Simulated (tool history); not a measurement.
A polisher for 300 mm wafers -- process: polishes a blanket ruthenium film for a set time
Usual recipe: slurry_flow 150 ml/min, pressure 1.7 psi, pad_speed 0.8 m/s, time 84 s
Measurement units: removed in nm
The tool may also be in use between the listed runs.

run,hour,slurry_flow,pressure,pad_speed,time,"incoming thickness of the incoming film, nm",removed
1,0,150,1.7,0.8,77,435.7,56.3
2,24.4,140,1.7,0.68,84,424.3,55
3,38.7,140,1.7,0.68,84,428.1,54.1
4,62.7,150,1.7,0.8,84,425.5,59.5
# hour 73.6: worn pad replaced by a new one
5,77.2,150,1.7,0.8,84,430.3,59.5
6,98.6,150,1.7,0.8,84,428.3,60.4
7,130.8,150,1.7,0.8,84,432.5,59.6
8,150.9,150,1.7,0.8,84,430.3,59.7
9,182.6,150,1.7,0.8,84,426.1,59.1
# hour 193.7: worn pad replaced by a new one
10,204.1,110,1.7,0.8,84,432.8,55.8
11,218.1,110,1.7,0.8,84,433.1,55.4
12,230.1,110,1.7,0.8,84,428.6,55.9
# hour 238.1: slurry nozzle cleaned
13,264.4,150,2.1,0.8,68,432.1,56
# hour 329.2: worn pad replaced by a new one
14,363.3,150,1.7,0.8,105,429.4,75
15,387.6,195,1.9,0.58,62,430.3,41.1
16,412.6,115,1.7,0.8,84,436.3,56
17,438.2,150,1.7,0.8,84,429.4,59.1
# hour 458: worn pad replaced by a new one
18,466.6,170,1.7,0.8,99,428.3,71.2
19,481.4,180,2.2,0.8,84,421.4,72.8
# hour 490.1: head pressure recalibrated
20,510.3,110,1.4,0.8,60,430,36.1
21,539.3,150,1.5,0.8,84,434.7,56.7
22,573.9,100,1.5,1,72,429.3,51.3
# hour 588.9: worn pad replaced by a new one
23,608.2,150,2.1,0.8,68,428.4,57.3
24,624.8,110,1.7,0.8,84,431.2,57
25,664.5,125,2,0.56,84,429.7,53.4

4 options for the next run, each taken on its own from the tool as it stands now. Forecast them:
A,664.9,150,1.7,0.8,84,432.9,?
B,664.9,150,2.2,0.8,112,432.9,?
C,664.9,175,1.7,0.96,84,432.9,?
D,664.9,180,1.7,0.94,84,432.9,?

run,removed
A,60.9
B,97
C,70.1
D,69.5
What these runs would have given with no unlogged condition in the tool:
run,removed
A,62.8
B,100
C,72.3
D,71.6
